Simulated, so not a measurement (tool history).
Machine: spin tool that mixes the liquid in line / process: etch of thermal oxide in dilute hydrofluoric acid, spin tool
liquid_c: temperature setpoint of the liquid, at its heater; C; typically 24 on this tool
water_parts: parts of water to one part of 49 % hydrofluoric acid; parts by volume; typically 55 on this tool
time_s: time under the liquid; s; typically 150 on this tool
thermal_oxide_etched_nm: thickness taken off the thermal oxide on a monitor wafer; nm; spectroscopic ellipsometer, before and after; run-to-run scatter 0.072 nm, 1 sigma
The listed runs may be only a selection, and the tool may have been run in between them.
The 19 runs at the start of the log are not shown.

| run | day | liquid_c | water_parts | time_s | read-back film thickness of the thermal oxide reference wafer, read on the same gauge (nm) | thermal_oxide_etched_nm |
|---|---|---|---|---|---|---|
|  | 18.179 | hydrofluoric acid flow meter replaced |
| 20 | 18.2 | 27.5 | 55 | 150 | 60.13 | 15.8 |
| 21 | 18.796 | 29 | 40 | 185 | 60.18 | 29.4 |
| 22 | 21.842 | 24 | 55 | 150 | 60.42 | 13.8 |
| 23 | 23.079 | 24 | 40 | 150 | 60.48 | 19.45 |
| 24 | 23.942 | 22 | 55 | 150 | 60.58 | 12.8 |
| 25 | 24.571 | 28 | 65 | 215 | 60.64 | 19.77 |
| 26 | 25.304 | 24 | 55 | 150 | 60.7 | 13.92 |
| 27 | 26.35 | 24 | 55 | 150 | 60.82 | 14.02 |
| 28 | 27.167 | 28 | 65 | 215 | 60.88 | 19.62 |
| 29 | 27.817 | 27.5 | 70 | 65 | 60.97 | 5.36 |
| 30 | 28.662 | 28.5 | 75 | 125 | 61.08 | 10 |

4 ways to go on from here, each from the tool as it stands after run 30. What would each give?
| A | 28.683 | 24 | 55 | 150 | ? | ? |
| B | 28.683 | 19.5 | 55 | 150 | ? | ? |
| C | 28.683 | 21 | 55 | 150 | ? | ? |
| D | 28.683 | 19.5 | 75 | 210 | ? | ? |

| run | read-back film thickness of the thermal oxide reference wafer, read on the same gauge (nm) | thermal_oxide_etched_nm |
|---|---|---|
| A | 61.07 | 13.98 |
| B | 61.07 | 11.59 |
| C | 61.07 | 12.34 |
| D | 61.07 | 11.62 |
With no hidden state in the tool, these same runs would have given:
| run | thermal_oxide_etched_nm |
|---|---|
| A | 13.74 |
| B | 11.38 |
| C | 12.13 |
| D | 11.42 |
